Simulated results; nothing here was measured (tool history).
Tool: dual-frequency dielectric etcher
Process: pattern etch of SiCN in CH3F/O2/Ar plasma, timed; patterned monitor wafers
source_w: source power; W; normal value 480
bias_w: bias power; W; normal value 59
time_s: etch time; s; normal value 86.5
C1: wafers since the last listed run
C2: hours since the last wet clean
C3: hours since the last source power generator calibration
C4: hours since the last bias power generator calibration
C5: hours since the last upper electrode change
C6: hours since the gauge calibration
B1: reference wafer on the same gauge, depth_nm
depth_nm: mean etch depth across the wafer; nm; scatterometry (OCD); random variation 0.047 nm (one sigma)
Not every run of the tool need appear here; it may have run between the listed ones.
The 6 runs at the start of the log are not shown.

run 7 hour=163.5 | source_w=480 bias_w=59 time_s=86.5 | C1=4 C2=197.0 C3=2375.9 C4=3068.0 C5=0.8 C6=1069.2 | B1=26.49 | depth_nm=30.77
-- hour=178.4 source power generator calibrated
run 8 hour=178.9 | source_w=480 bias_w=59 time_s=86.5 | C1=160 C2=212.4 C3=0.5 C4=3083.4 C5=16.2 C6=1084.6 | B1=26.50 | depth_nm=31.16
-- hour=192.7 gauge calibrated
run 9 hour=192.8 | source_w=480 bias_w=59 time_s=86.5 | C1=195 C2=226.3 C3=14.4 C4=3097.3 C5=30.1 C6=0.1 | B1=26.49 | depth_nm=31.11
run 10 hour=226.7 | source_w=480 bias_w=63 time_s=109.5 | C1=477 C2=260.2 C3=48.3 C4=3131.2 C5=64.0 C6=34.0 | B1=26.51 | depth_nm=40.13
run 11 hour=240.9 | source_w=480 bias_w=59 time_s=86.5 | C1=199 C2=274.4 C3=62.5 C4=3145.4 C5=78.2 C6=48.2 | B1=26.50 | depth_nm=31.11
run 12 hour=256.6 | source_w=390 bias_w=64 time_s=71.0 | C1=220 C2=290.1 C3=78.2 C4=3161.1 C5=93.9 C6=63.9 | B1=26.50 | depth_nm=25.06
run 13 hour=283.6 | source_w=510 bias_w=59 time_s=66.5 | C1=380 C2=317.1 C3=105.2 C4=3188.1 C5=120.9 C6=90.9 | B1=26.50 | depth_nm=24.13
run 14 hour=318.8 | source_w=450 bias_w=70 time_s=71.5 | C1=495 C2=352.3 C3=140.4 C4=3223.3 C5=156.1 C6=126.1 | B1=26.49 | depth_nm=26.69
-- hour=355.4 wet clean of the chamber
run 15 hour=355.9 | source_w=480 bias_w=59 time_s=86.5 | C1=184 C2=0.5 C3=177.5 C4=3260.4 C5=193.2 C6=163.2 | B1=26.50 | depth_nm=31.25
run 16 hour=385.8 | source_w=480 bias_w=59 time_s=86.5 | C1=420 C2=30.4 C3=207.4 C4=3290.3 C5=223.1 C6=193.1 | B1=26.51 | depth_nm=31.18
run 17 hour=410.4 | source_w=390 bias_w=64 time_s=69.5 | C1=346 C2=55.0 C3=232.0 C4=3314.9 C5=247.7 C6=217.7 | B1=26.51 | depth_nm=24.67
run 18 hour=439.5 | source_w=370 bias_w=47 time_s=61.5 | C1=409 C2=84.1 C3=261.1 C4=3344.0 C5=276.8 C6=246.8 | B1=26.50 | depth_nm=19.55
run 19 hour=459.2 | source_w=480 bias_w=71 time_s=104.0 | C1=277 C2=103.8 C3=280.8 C4=3363.7 C5=296.5 C6=266.5 | B1=26.50 | depth_nm=39.72
run 20 hour=484.3 | source_w=520 bias_w=59 time_s=86.5 | C1=353 C2=128.9 C3=305.9 C4=3388.8 C5=321.6 C6=291.6 | B1=26.50 | depth_nm=31.77
-- hour=520.5 bias power generator calibrated
run 21 hour=521.0 | source_w=480 bias_w=74 time_s=64.5 | C1=460 C2=165.6 C3=342.6 C4=0.5 C5=358.3 C6=328.3 | B1=26.50 | depth_nm=25.01
run 22 hour=539.8 | source_w=480 bias_w=59 time_s=86.5 | C1=264 C2=184.4 C3=361.4 C4=19.3 C5=377.1 C6=347.1 | B1=26.50 | depth_nm=31.13
run 23 hour=572.0 | source_w=390 bias_w=69 time_s=75.5 | C1=453 C2=216.6 C3=393.6 C4=51.5 C5=409.3 C6=379.3 | B1=26.50 | depth_nm=27.26
run 24 hour=603.1 | source_w=480 bias_w=59 time_s=86.5 | C1=437 C2=247.7 C3=424.7 C4=82.6 C5=440.4 C6=410.4 | B1=26.50 | depth_nm=31.14
run 25 hour=635.4 | source_w=580 bias_w=59 time_s=63.5 | C1=454 C2=280.0 C3=457.0 C4=114.9 C5=472.7 C6=442.7 | B1=26.50 | depth_nm=23.82
run 26 hour=654.5 | source_w=480 bias_w=59 time_s=95.0 | C1=268 C2=299.1 C3=476.1 C4=134.0 C5=491.8 C6=461.8 | B1=26.50 | depth_nm=34.07
run 27 hour=688.5 | source_w=440 bias_w=59 time_s=86.5 | C1=478 C2=333.1 C3=510.1 C4=168.0 C5=525.8 C6=495.8 | B1=26.49 | depth_nm=30.41
run 28 hour=708.7 | source_w=480 bias_w=59 time_s=86.5 | C1=284 C2=353.3 C3=530.3 C4=188.2 C5=546.0 C6=516.0 | B1=26.49 | depth_nm=30.93
run 29 hour=732.5 | source_w=380 bias_w=59 time_s=73.0 | C1=335 C2=377.1 C3=554.1 C4=212.0 C5=569.8 C6=539.8 | B1=26.50 | depth_nm=24.83
run 30 hour=749.2 | source_w=480 bias_w=59 time_s=75.0 | C1=235 C2=393.8 C3=570.8 C4=228.7 C5=586.5 C6=556.5 | B1=26.50 | depth_nm=26.86

Predict each of these 4 candidate next runs independently; none follows another, all start after run 30:
run A hour=749.6 | source_w=480 bias_w=59 time_s=77.5 | C1=5 C2=394.2 C3=571.2 C4=229.1 C5=586.9 C6=556.9 | B1=? | depth_nm=?
run B hour=749.6 | source_w=480 bias_w=66 time_s=86.5 | C1=5 C2=394.2 C3=571.2 C4=229.1 C5=586.9 C6=556.9 | B1=? | depth_nm=?
run C hour=749.6 | source_w=560 bias_w=52 time_s=100.0 | C1=5 C2=394.2 C3=571.2 C4=229.1 C5=586.9 C6=556.9 | B1=? | depth_nm=?
run D hour=749.6 | source_w=420 bias_w=69 time_s=93.5 | C1=5 C2=394.2 C3=571.2 C4=229.1 C5=586.9 C6=556.9 | B1=? | depth_nm=?

run=A B1=26.50 depth_nm=27.73
run=B B1=26.50 depth_nm=32.07
run=C B1=26.50 depth_nm=35.67
run=D B1=26.50 depth_nm=34.19
Take away the tool's hidden state, keep each run's random variation, and the runs would have read:
run=A depth_nm=28.06
run=B depth_nm=32.45
run=C depth_nm=36.09
run=D depth_nm=34.60
